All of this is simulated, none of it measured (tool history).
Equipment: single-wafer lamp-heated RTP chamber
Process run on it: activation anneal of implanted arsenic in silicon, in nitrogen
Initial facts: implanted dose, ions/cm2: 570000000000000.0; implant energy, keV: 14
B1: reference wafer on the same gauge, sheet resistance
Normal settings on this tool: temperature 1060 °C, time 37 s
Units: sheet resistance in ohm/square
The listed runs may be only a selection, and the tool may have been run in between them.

Run 1, hour 0.0: usual settings; B1 204.93. Result: sheet resistance 181.54 ohm/square.
Run 2, hour 13.4: usual settings; B1 204.84. Result: sheet resistance 180.56 ohm/square.
Run 3, hour 20.9: usual settings; B1 205.22. Result: sheet resistance 181.43 ohm/square.
At hour 22.8: gauge calibrated.
Run 4, hour 27.9: usual settings; B1 204.90. Result: sheet resistance 180.91 ohm/square.
Run 5, hour 45.8: usual settings; B1 205.07. Result: sheet resistance 180.41 ohm/square.
Run 6, hour 63.7: usual settings; B1 204.88. Result: sheet resistance 181.54 ohm/square.
Run 7, hour 75.2: usual settings but temperature 1069 °C, time 46 s; B1 205.09. Result: sheet resistance 176.05 ohm/square.
Run 8, hour 90.6: usual settings; B1 204.99. Result: sheet resistance 180.42 ohm/square.
Run 9, hour 101.7: usual settings; B1 205.09. Result: sheet resistance 180.91 ohm/square.
Run 10, hour 110.1: usual settings; B1 205.01. Result: sheet resistance 180.20 ohm/square.
Run 11, hour 126.6: usual settings; B1 205.16. Result: sheet resistance 180.98 ohm/square.
Run 12, hour 135.6: usual settings; B1 204.99. Result: sheet resistance 180.62 ohm/square.
Run 13, hour 149.0: usual settings; B1 204.95. Result: sheet resistance 180.43 ohm/square.
Run 14, hour 162.8: usual settings but temperature 1051 °C; B1 205.13. Result: sheet resistance 182.90 ohm/square.
Run 15, hour 176.6: usual settings but temperature 1051 °C; B1 205.04. Result: sheet resistance 182.11 ohm/square.
Run 16, hour 194.2: usual settings but temperature 1070 °C, time 24 s; B1 205.05. Result: sheet resistance 183.15 ohm/square.
Run 17, hour 212.2: usual settings but temperature 1039 °C, time 25 s; B1 204.86. Result: sheet resistance 189.93 ohm/square.
At hour 225.3: pyrometer window cleaned and pyrometer calibrated.
Run 18, hour 225.8: usual settings; B1 204.83. Result: sheet resistance 183.22 ohm/square.
Run 19, hour 233.0: usual settings but time 54 s; B1 205.04. Result: sheet resistance 178.27 ohm/square.
Run 20, hour 240.4: usual settings but temperature 1077 °C, time 29 s; B1 204.83. Result: sheet resistance 181.94 ohm/square.
Run 21, hour 251.4: usual settings; B1 204.86. Result: sheet resistance 183.06 ohm/square.
Run 22, hour 266.5: usual settings; B1 204.85. Result: sheet resistance 182.20 ohm/square.
Run 23, hour 276.6: usual settings but time 21 s; B1 205.11. Result: sheet resistance 190.31 ohm/square.
Run 24, hour 285.2: usual settings but temperature 1032 °C; B1 205.11. Result: sheet resistance 191.33 ohm/square.
Run 25, hour 296.4: usual settings but temperature 1043 °C, time 50 s; B1 204.82. Result: sheet resistance 184.23 ohm/square.
At hour 330.3: gauge calibrated.
Run 26, hour 333.0: usual settings but time 15 s; B1 205.11. Result: sheet resistance 194.46 ohm/square.
Run 27, hour 340.5: usual settings but temperature 1033 °C, time 44 s; B1 205.29. Result: sheet resistance 188.73 ohm/square.
Run 28, hour 347.8: usual settings but temperature 1075 °C; B1 205.11. Result: sheet resistance 178.99 ohm/square.
At hour 363.7: reflector plate cleaned.
Run 29, hour 364.2: usual settings but temperature 1039 °C, time 17 s; B1 204.98. Result: sheet resistance 198.41 ohm/square.
Run 30, hour 367.1: usual settings but temperature 1069 °C, time 46 s; B1 205.09. Result: sheet resistance 177.56 ohm/square.
Run 31, hour 374.9: usual settings but temperature 1030 °C, time 25 s; B1 205.14. Result: sheet resistance 196.67 ohm/square.
Run 32, hour 387.4: usual settings but temperature 1078 °C; B1 204.91. Result: sheet resistance 177.57 ohm/square.
Run 33, hour 404.3: usual settings; B1 205.06. Result: sheet resistance 182.68 ohm/square.
Run 34, hour 421.2: usual settings but temperature 1043 °C, time 30 s; B1 205.10. Result: sheet resistance 190.05 ohm/square.
Run 35, hour 434.6: usual settings but temperature 1072 °C; B1 204.97. Result: sheet resistance 180.14 ohm/square.
Run 36, hour 448.1: usual settings but temperature 1039 °C, time 30 s; B1 205.12. Result: sheet resistance 190.93 ohm/square.
Run 37, hour 461.3: usual settings but temperature 1035 °C; B1 204.71. Result: sheet resistance 189.94 ohm/square.
Run 38, hour 477.2: usual settings but temperature 1079 °C, time 47 s; B1 204.96. Result: sheet resistance 174.27 ohm/square.

Below are 3 alternative next runs, each starting from the tool's condition after run 38. Predict each:
Run A, hour 477.6: usual settings but temperature 1039 °C; B1 ?. Result: sheet resistance ?.
Run B, hour 477.6: usual settings but temperature 1036 °C, time 48 s; B1 ?. Result: sheet resistance ?.
Run C, hour 477.6: usual settings but temperature 1077 °C, time 26 s; B1 ?. Result: sheet resistance ?.

run      B1  sheet resistance
  A  205.17            188.45
  B  205.17            186.04
  C  205.17            182.27
Without the tool's unlogged condition, the same runs would have read:
run  sheet resistance
  A            189.10
  B            186.68
  C            182.87
